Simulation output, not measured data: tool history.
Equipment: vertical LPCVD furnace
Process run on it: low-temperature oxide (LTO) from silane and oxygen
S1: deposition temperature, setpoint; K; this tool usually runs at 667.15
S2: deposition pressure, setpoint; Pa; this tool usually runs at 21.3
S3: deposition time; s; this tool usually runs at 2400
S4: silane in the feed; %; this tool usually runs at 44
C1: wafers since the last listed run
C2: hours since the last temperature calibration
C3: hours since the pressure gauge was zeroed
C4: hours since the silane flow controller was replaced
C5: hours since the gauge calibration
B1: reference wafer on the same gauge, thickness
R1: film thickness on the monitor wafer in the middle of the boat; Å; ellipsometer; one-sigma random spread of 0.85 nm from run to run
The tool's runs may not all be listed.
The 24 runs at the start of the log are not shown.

| run | hour | S1 | S2 | S3 | S4 | C1 | C2 | C3 | C4 | C5 | B1 | R1 |
|---|---|---|---|---|---|---|---|---|---|---|---|---|
| 25 | 671.8 | 667.15 | 21.3 | 3270 | 44 | 398 | 209.4 | 248.2 | 486.9 | 36 | 267.11 | 4063.4 |
| 26 | 697.8 | 667.15 | 19.3 | 1860 | 44 | 366 | 235.4 | 274.2 | 512.9 | 62 | 266.91 | 2093.2 |
| 27 | 719.1 | 667.15 | 26.7 | 2400 | 41 | 300 | 256.7 | 295.5 | 534.2 | 83.3 | 267.1 | 3472.1 |
| 28 | 745.3 | 667.15 | 21.3 | 2400 | 44 | 369 | 282.9 | 321.7 | 560.4 | 109.5 | 267.22 | 3001.3 |
| 29 | 770.3 | 667.15 | 21.3 | 2400 | 44 | 352 | 307.9 | 346.7 | 585.4 | 134.5 | 267 | 2998.1 |
| 30 | 793.7 | 667.15 | 21.3 | 2400 | 44 | 330 | 331.3 | 370.1 | 608.8 | 157.9 | 266.64 | 2996.5 |
| 31 | 806 | 667.15 | 21.3 | 2400 | 44 | 173 | 343.6 | 382.4 | 621.1 | 170.2 | 267 | 2995.9 |
| 32 | 836.4 | 658.15 | 19.3 | 1440 | 40 | 429 | 374 | 412.8 | 651.5 | 200.6 | 267.01 | 1315.7 |

Here are 3 independent what-if runs from the current tool condition. What would each one return?
| A | 840.1 | 667.15 | 21.3 | 2400 | 44 | 52 | 377.7 | 416.5 | 655.2 | 204.3 | ? | ? |
| B | 840.1 | 667.15 | 24.7 | 2130 | 38 | 52 | 377.7 | 416.5 | 655.2 | 204.3 | ? | ? |
| C | 840.1 | 667.15 | 18 | 2400 | 49 | 52 | 377.7 | 416.5 | 655.2 | 204.3 | ? | ? |

| run | B1 | R1 |
|---|---|---|
| A | 267.06 | 2993.7 |
| B | 267.06 | 2583.5 |
| C | 267.06 | 2810.4 |
What these runs would have given with no unlogged condition in the tool:
| run | R1 |
|---|---|
| A | 2992.3 |
| B | 2582.4 |
| C | 2808.8 |

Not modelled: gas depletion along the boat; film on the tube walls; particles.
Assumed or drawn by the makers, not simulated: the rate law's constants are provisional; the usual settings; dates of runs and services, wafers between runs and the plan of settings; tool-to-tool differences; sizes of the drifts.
